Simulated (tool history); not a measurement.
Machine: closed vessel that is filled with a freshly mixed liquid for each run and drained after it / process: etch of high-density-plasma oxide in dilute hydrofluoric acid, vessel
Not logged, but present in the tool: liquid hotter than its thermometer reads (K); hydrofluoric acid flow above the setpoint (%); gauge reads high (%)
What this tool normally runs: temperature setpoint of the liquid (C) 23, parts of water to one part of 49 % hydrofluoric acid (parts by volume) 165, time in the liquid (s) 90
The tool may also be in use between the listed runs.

run	hour	temperature setpoint of the liquid (C)	parts of water to one part of 49 % hydrofluoric acid (parts by volume)	time in the liquid (s)	wafers since the last listed run	hours since the thermometer was replaced	hours since the hydrofluoric acid flow meter was replaced	hours since the gauge calibration	read-back film thickness of the high-density-plasma oxide reference wafer, read on the same gauge (nm)	thickness taken off the high-density-plasma oxide on a monitor wafer (nm)
1	0	20.5	165	90	0	1481	29.4	274.7	120.007	3.934
2	11.4	23	165	90	1093	1492.4	40.8	286.1	119.992	4.308
3	24.1	23	165	90	1217	1505.1	53.5	298.8	120.018	4.381
4	34.4	20	165	90	987	1515.4	63.8	309.1	119.967	3.903
5	50.2	20	165	90	1515	1531.2	79.6	324.9	119.976	3.878
6	65.5	23	165	90	1467	1546.5	94.9	340.2	120	4.232
7	77.6	23	165	90	1160	1558.6	107	352.3	119.983	4.342
8	92.2	23	165	90	1400	1573.2	121.6	366.9	119.965	4.229
9	103.1	23	165	90	1045	1584.1	132.5	377.8	120.009	4.325
10	113.8	26	165	90	1026	1594.8	143.2	388.5	120.015	4.854
11	125.9	23	165	50	1160	1606.9	155.3	400.6	119.998	2.378
12	133.6	23	165	90	738	1614.6	163	408.3	120.032	4.293
13	149.4	23	165	110	1515	1630.4	178.8	424.1	120.029	5.272
# hour 155: thermometer replaced
14	165.7	23	165	90	1467	10.7	195.1	440.4	119.946	4.355
15	177.8	19	240	75	1160	22.8	207.2	452.5	120.014	1.978
16	188.6	25	85	90	1035	33.6	218	463.3	119.999	9.909
17	205.8	18.5	190	65	1649	50.8	235.2	480.5	120.002	2.199
18	216.1	25	195	45	987	61.1	245.5	490.8	120.019	1.9
19	233.8	23	210	40	1697	78.8	263.2	508.5	120.021	1.42
# hour 235.1: gauge calibrated
20	269.7	25	210	55	3442	114.7	299.1	34.6	119.984	2.132
21	279.5	20	220	125	939	124.5	308.9	44.4	119.994	3.782
22	290.4	19.5	185	70	1045	135.4	319.8	55.3	119.98	2.543
23	299.6	27.5	185	40	882	144.6	329	64.5	119.975	1.995
24	306.4	25	140	140	652	151.4	335.8	71.3	120.054	8.565
25	323.4	23	90	90	1630	168.4	352.8	88.3	119.976	8.506
26	330.1	23	165	50	642	175.1	359.5	95	120.014	2.422
27	347.7	20	195	75	1687	192.7	377.1	112.6	120.054	2.653
28	354.8	23	110	65	680	199.8	384.2	119.7	119.998	4.983
29	369.8	23	165	90	1438	214.8	399.2	134.7	119.984	4.345
30	382.1	26.5	200	50	1179	227.1	411.5	147	120.015	2.163
31	390.4	23	165	70	795	235.4	419.8	155.3	120.017	3.377
32	404.7	23	240	115	1371	249.7	434.1	169.6	120.02	3.478
33	417.3	21	145	45	1208	262.3	446.7	182.2	120.025	2.331

What differs in the tool's unlogged condition from the final listed run ahead of each entry between runs to the first listed run following it?
Run 13 -> run 14: thermometer replaced (hour 155)
  nothing in the hidden state changes from one run to the other
Run 19 -> run 20: gauge calibrated (hour 235.1)
  nothing in the hidden state changes from one run to the other

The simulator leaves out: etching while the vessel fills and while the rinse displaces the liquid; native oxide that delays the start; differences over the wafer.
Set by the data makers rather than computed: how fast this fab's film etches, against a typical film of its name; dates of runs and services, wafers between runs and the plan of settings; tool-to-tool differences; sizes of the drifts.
